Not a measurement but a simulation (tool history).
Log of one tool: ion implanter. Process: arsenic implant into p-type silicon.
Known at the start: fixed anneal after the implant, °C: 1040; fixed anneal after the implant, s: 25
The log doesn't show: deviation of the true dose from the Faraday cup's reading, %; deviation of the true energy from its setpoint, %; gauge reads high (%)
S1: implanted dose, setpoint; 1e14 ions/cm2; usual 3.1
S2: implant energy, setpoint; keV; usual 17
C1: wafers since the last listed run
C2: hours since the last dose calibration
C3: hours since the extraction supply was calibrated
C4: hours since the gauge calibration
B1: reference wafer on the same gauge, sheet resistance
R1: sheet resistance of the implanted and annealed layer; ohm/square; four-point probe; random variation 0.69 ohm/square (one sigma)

run     day    S1    S2    C1      C2      C3     C4      B1      R1
  1       0   3.1  21.5     0   908.3  5523.2  282.8  381.07  325.57
  2   1.342   3.1  21.5   385   940.5  5555.4    315  380.91  326.59
  3   2.554   3.1    17   348   969.6  5584.5  344.1  380.65  334.28
  4  11.125   3.1    17  2460  1175.3  5790.2  549.8  381.12  336.84
  5  18.108  3.62    17  2004  1342.9  5957.8  717.4  381.02  299.85
  6  20.412  3.62    17   661  1398.2  6013.1  772.7  381.14  300.19
  7  21.754  3.53    17   385  1430.4  6045.3  804.9  380.99  306.19
       22.9  -- extraction supply calibrated
  8  22.967   3.1    17   252  1459.5     1.6    834  381.15  339.91
  9  25.379  3.62    22   692  1517.4    59.5  891.9  380.82  293.36
 10  27.692  2.26    21   663  1572.9     115  947.4  381.12  427.26
     28.383  -- gauge calibrated
 11  30.567  3.52    13   825  1641.9     184   52.4  380.82  318.47
     31.733  -- Faraday cup replaced and dose calibrated
 12  31.838   3.1    19   269     2.5   214.5   82.9  380.73  328.49
 13   34.55  3.71    17   778    67.6   279.6    148  381.09     290
 14  41.567  2.72  13.5  2014     236     448  316.4  381.07  376.71

Some steps in R1 between neighbouring runs. How much of each would the tool show without its hidden state too (settings, what came in, random variation), and how much is left for the hidden state, with any gauge scatter that isn't in both results?
Run 9 -> 10: S1 3.62 -> 2.26, S2 22 -> 21. R1 +133.9 ohm/square: hidden state +4.2, all else +129.7.
Run 11 -> 12: S1 3.52 -> 3.1, S2 13 -> 19, Faraday cup replaced and dose calibrated. R1 +10.02 ohm/square: hidden state -9.43, all else +19.45.
